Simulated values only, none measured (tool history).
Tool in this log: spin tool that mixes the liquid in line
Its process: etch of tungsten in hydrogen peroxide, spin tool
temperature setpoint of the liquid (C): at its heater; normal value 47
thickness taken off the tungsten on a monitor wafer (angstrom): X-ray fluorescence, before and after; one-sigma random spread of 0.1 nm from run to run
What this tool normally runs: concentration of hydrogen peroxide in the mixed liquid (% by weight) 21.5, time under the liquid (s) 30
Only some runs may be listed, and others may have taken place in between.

run     day  temperature setpoint of the liquid (C)  concentration of hydrogen peroxide in the mixed liquid (% by weight)  time under the liquid (s)  read-back film thickness of the tungsten reference wafer, read on the same gauge (nm)  thickness taken off the tungsten on a monitor wafer (angstrom)
  1       0                                      47                                                                  21.5                         30                                                                                  89.99                                                           213.7
  2   4.454                                      47                                                                  21.5                         30                                                                                  90.02                                                           212.3
  3   6.875                                      47                                                                  21.5                         30                                                                                  89.98                                                           211.4
  4   8.962                                      47                                                                  21.5                         30                                                                                  89.99                                                           211.4
  5  13.225                                    39.5                                                                  21.5                         40                                                                                  90.02                                                           173.8
  6  15.246                                    39.5                                                                  21.5                         40                                                                                  90.01                                                           173.8
  7  19.267                                      47                                                                  21.5                         30                                                                                  89.97                                                           208.2
  8  22.042                                      47                                                                  26.5                         30                                                                                  89.98                                                           230.2
  9  28.946                                      47                                                                  26.5                         30                                                                                  89.99                                                           229.6
 10  31.871                                      47                                                                  26.5                         30                                                                                  89.97                                                           229.7
     34.054  -- peroxide flow meter replaced
 11   35.75                                      47                                                                  21.5                         30                                                                                  89.96                                                           205.7
     36.671  -- new drum of peroxide connected
      38.05  -- heated supply line repaired
 12  38.083                                    51.5                                                                  24.5                         30                                                                                  90.01                                                           299.4
 13  40.812                                      47                                                                  21.5                         30                                                                                  90.01                                                           212.1
     41.517  -- gauge calibrated
 14  44.762                                      47                                                                  21.5                         30                                                                                  90.02                                                           211.8
 15  46.271                                    56.5                                                                    28                         20                                                                                  90.03                                                           283.8
 16  48.408                                      47                                                                  21.5                         30                                                                                     90                                                           210.2
 17  52.229                                      50                                                                    27                         20                                                                                  89.97                                                             191
 18  56.004                                      54                                                                    18                         20                                                                                     90                                                           196.8
 19  60.304                                      41                                                                  21.5                         20                                                                                  90.01                                                            94.9
 20   64.55                                      47                                                                  21.5                         30                                                                                  89.99                                                           209.1
      65.35  -- thermometer replaced
 21   66.85                                      40                                                                  21.5                         15                                                                                  90.01                                                            66.8
 22  69.908                                      55                                                                  21.5                         30                                                                                     90                                                             335
 23  73.346                                    56.5                                                                    19                         40                                                                                     90                                                             454
       73.8  -- new drum of peroxide connected
 24  77.808                                      50                                                                  18.5                         15                                                                                  90.02                                                           118.8
 25   79.85                                      56                                                                  21.5                         30                                                                                     90                                                           369.6
 26  83.679                                    39.5                                                                  21.5                         40                                                                                  89.96                                                           175.6

Exercise: give the hidden state of the tool at every run:
liquid hotter than its thermometer reads (K): 0, the same for each run
peroxide flow above the setpoint (%): 0, the same for each run
temperature lost on the way to the wafer (K): 0, the same for each run
gauge reads high (%): 0, the same for each run
H1: peroxide weaker than its label (%)
run    H1
  1  1.73
  2  2.61
  3  3.09
  4   3.5
  5  4.34
  6  4.74
  7  5.53
  8  6.08
  9  7.44
 10  8.02
 11  8.78
 12  1.17
 13   1.7
 14  2.48
 15  2.78
 16   3.2
 17  3.95
 18   4.7
 19  5.55
 20  6.38
 21  6.84
 22  7.44
 23  8.12
 24  1.31
 25  1.71
 26  2.47
